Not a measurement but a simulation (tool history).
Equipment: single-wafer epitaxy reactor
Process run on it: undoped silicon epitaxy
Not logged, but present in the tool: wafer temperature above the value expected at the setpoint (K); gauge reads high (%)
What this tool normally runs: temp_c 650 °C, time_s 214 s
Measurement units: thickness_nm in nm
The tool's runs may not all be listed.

run,hour,temp_c,time_s,wafers since the last listed run,hours since the last pyrometer calibration,hours since the gauge calibration,"read-back reference wafer on the same gauge, thickness_nm",thickness_nm
1,0,650,214,0,1722.5,225.9,35.791,36.24
2,65.1,650,205,472,1787.6,291,35.84,34.196
3,122.1,650,205,414,1844.6,348,35.777,34.869
4,166.4,650,205,321,1888.9,392.3,35.745,34.587
5,212.8,650,242,337,1935.3,438.7,35.842,40.933
6,244.8,650,242,232,1967.3,470.7,35.847,40.504
7,295.9,650,242,371,2018.4,521.8,35.824,40.574
8,426.7,650,214,950,2149.2,652.6,35.77,35.949
9,455,650,214,205,2177.5,680.9,35.761,35.819
10,508.4,650,214,387,2230.9,734.3,35.811,36.134
11,572.3,650,214,464,2294.8,798.2,35.835,36.103
12,640.2,650,214,493,2362.7,866.1,35.854,35.986
13,711.1,650,214,515,2433.6,937,35.799,35.9
14,745.3,650,223,248,2467.8,971.2,35.797,37.558
15,786.2,650,214,297,2508.7,1012.1,35.789,36.054
16,813.8,650,214,200,2536.3,1039.7,35.802,35.847
17,852.9,650,214,284,2575.4,1078.8,35.828,36.213
18,907.5,658,214,396,2630,1133.4,35.777,43.973
# hour 945.6: pyrometer calibrated
19,947.4,643,214,231,1.8,1173.3,35.812,29.327
20,1083.1,643,214,985,137.5,1309,35.794,29.539
21,1130.1,643,214,341,184.5,1356,35.891,29.608
22,1177,662,244,340,231.4,1402.9,35.76,53.6
23,1213.5,659,201,265,267.9,1439.4,35.805,41.322
24,1270,650,214,410,324.4,1495.9,35.763,35.287
25,1334.2,641,256,466,388.6,1560.1,35.833,33.441
26,1373.1,650,214,282,427.5,1599,35.775,35.615
27,1427,662,193,391,481.4,1652.9,35.755,42.789
28,1490,637,182,457,544.4,1715.9,35.768,21.883
# hour 1542.3: gauge calibrated
29,1558.4,663,240,496,612.8,16.1,35.808,55.024
30,1591.4,654,188,239,645.8,49.1,35.841,34.768
31,1623.3,664,238,231,677.7,81,35.792,55.698
32,1660.9,638,250,273,715.3,118.6,35.789,30.83
33,1706.4,663,227,330,760.8,164.1,35.773,51.852
34,1735.7,637,236,212,790.1,193.4,35.82,28.359
35,1771.5,661,179,260,825.9,229.2,35.78,39.082
36,1818.5,650,214,341,872.9,276.2,35.821,35.788
37,1858.5,644,245,290,912.9,316.2,35.818,35.221
38,1910.5,637,180,377,964.9,368.2,35.749,21.683
39,1968.8,642,189,423,1023.2,426.5,35.785,25.89
40,1998.1,636,225,212,1052.5,455.8,35.789,26.302
41,2027.7,664,185,215,1082.1,485.4,35.832,43.444
42,2056.4,650,214,208,1110.8,514.1,35.808,36.073
43,2104.8,637,192,351,1159.2,562.5,35.812,23.273
44,2240.7,637,254,987,1295.1,698.4,35.845,30.804
45,2310.5,650,256,507,1364.9,768.2,35.785,42.886
46,2344.8,658,183,249,1399.2,802.5,35.765,37.281

Exercise: give the hidden state of the tool at every run:
gauge reads high (%): 0 on each run
H1: wafer temperature above the value expected at the setpoint (K)
run,H1
1,1.28
2,1.3
3,1.31
4,1.32
5,1.33
6,1.34
7,1.35
8,1.37
9,1.37
10,1.38
11,1.39
12,1.4
13,1.41
14,1.42
15,1.42
16,1.42
17,1.43
18,1.43
19,0.155
20,0.344
21,0.404
22,0.461
23,0.504
24,0.566
25,0.633
26,0.672
27,0.723
28,0.779
29,0.836
30,0.862
31,0.887
32,0.914
33,0.947
34,0.967
35,0.99
36,1.02
37,1.04
38,1.07
39,1.11
40,1.12
41,1.14
42,1.15
43,1.17
44,1.23
45,1.26
46,1.27
